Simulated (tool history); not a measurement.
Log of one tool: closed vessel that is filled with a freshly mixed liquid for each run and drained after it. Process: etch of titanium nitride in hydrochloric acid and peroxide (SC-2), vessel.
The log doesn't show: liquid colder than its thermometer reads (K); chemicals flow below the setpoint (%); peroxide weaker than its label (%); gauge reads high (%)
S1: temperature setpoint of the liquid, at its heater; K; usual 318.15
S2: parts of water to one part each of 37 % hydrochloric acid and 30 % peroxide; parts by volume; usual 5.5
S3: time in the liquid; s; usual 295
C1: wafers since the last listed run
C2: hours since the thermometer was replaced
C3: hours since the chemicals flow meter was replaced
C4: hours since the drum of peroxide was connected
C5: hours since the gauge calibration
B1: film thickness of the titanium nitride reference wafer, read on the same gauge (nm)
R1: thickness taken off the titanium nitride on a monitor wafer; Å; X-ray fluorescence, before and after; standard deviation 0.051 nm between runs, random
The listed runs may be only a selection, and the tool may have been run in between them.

run    hour      S1   S2   S3     C1      C2      C3     C4      C5     B1     R1
  1     0.0  318.15  5.5  295      0   339.8   324.9  216.5  1417.4  28.73  127.6
       19.6  -- gauge calibrated
  2    53.7  318.15  5.5  295   4534   393.5   378.6  270.2    34.1  29.93  133.2
  3   103.0  318.15  5.5  295   4162   442.8   427.9  319.5    83.4  29.84  131.5
  4   146.5  310.65  5.5  295   3673   486.3   471.4  363.0   126.9  29.72   78.1
  5   202.5  310.65  5.5  295   4728   542.3   527.4  419.0   182.9  29.68   76.8
  6   243.1  311.15  8.5  450   3428   582.9   568.0  459.6   223.5  29.61   86.6
  7   268.1  318.15  5.5  295   2110   607.9   593.0  484.6   248.5  29.59  130.1
  8   302.4  327.15  8.5  185   2896   642.2   627.3  518.9   282.8  29.52  106.3
  9   344.2  327.15  6.5  295   3529   684.0   669.1  560.7   324.6  29.46  209.3
      355.0  -- new drum of peroxide connected
 10   376.2  318.15  5.5  295   2617   716.0   701.1   21.2   356.6  29.44  129.9
 11   426.7  323.65  4.0  295   4264   766.5   751.6   71.7   407.1  29.39  235.5
 12   494.1  318.15  5.5  295   5691   833.9   819.0  139.1   474.5  29.32  129.5
 13   546.1  323.65  4.0  435   4390   885.9   871.0  191.1   526.5  29.30  346.2
 14   601.5  318.15  5.5  295   4677   941.3   926.4  246.5   581.9  29.28  129.0
 15   659.8  314.15  5.5  295   4922   999.6   984.7  304.8   640.2  29.23   97.8
 16   715.0  318.15  4.5  155   4660  1054.8  1039.9  360.0   695.4  29.17   78.1
 17   742.8  318.15  5.5  295   2347  1082.6  1067.7  387.8   723.2  29.17  129.9
 18   786.8  318.15  4.0  120   3715  1126.6  1111.7  431.8   767.2  29.14   65.5
 19   838.4  308.65  4.0  390   4356  1178.2  1163.3  483.4   818.8  29.13  108.6
      932.0  -- new drum of peroxide connected
 20   975.3  324.65  7.5  415  11475  1315.1  1300.2   43.3   955.7  29.12  221.5
 21  1026.2  318.15  5.5  295   4297  1366.0  1351.1   94.2  1006.6  29.06  128.6
 22  1095.8  315.15  8.0  295   5876  1435.6  1420.7  163.8  1076.2  29.04   78.2
 23  1158.7  323.65  8.0  295   5311  1498.5  1483.6  226.7  1139.1  29.01  139.2
 24  1218.5  308.65  4.0  390   5049  1558.3  1543.4  286.5  1198.9  29.04  108.4
     1238.4  -- chemicals flow meter replaced
 25  1252.2  313.65  5.5  295   2761  1592.0    13.8  320.2  1232.6  29.01   94.1
 26  1304.0  312.65  4.5  235   4373  1643.8    65.6  372.0  1284.4  29.05   80.5
 27  1365.6  308.65  4.0  230   5201  1705.4   127.2  433.6  1346.0  29.00   63.6
     1420.2  -- new drum of peroxide connected
 28  1420.7  318.15  5.5  295   4568  1760.5   182.3    0.5  1401.1  28.99  128.0
 29  1459.3  323.15  8.5  200   3259  1799.1   220.9   39.1  1439.7  29.00   86.9

What the log doesn't show, run by run:
liquid colder than its thermometer reads (K): 0, the same for each run
chemicals flow below the setpoint (%): 0, the same for each run
peroxide weaker than its label (%): 0, the same for each run
H1: gauge reads high (%)
run      H1
  1   -4.18
  2  -0.176
  3  -0.517
  4  -0.789
  5    -1.1
  6   -1.31
  7   -1.43
  8   -1.58
  9   -1.75
 10   -1.86
 11   -2.04
 12   -2.24
 13   -2.37
 14    -2.5
 15   -2.62
 16   -2.72
 17   -2.77
 18   -2.84
 19   -2.91
 20   -3.06
 21   -3.11
 22   -3.17
 23   -3.21
 24   -3.25
 25   -3.26
 26   -3.29
 27   -3.32
 28   -3.34
 29   -3.35

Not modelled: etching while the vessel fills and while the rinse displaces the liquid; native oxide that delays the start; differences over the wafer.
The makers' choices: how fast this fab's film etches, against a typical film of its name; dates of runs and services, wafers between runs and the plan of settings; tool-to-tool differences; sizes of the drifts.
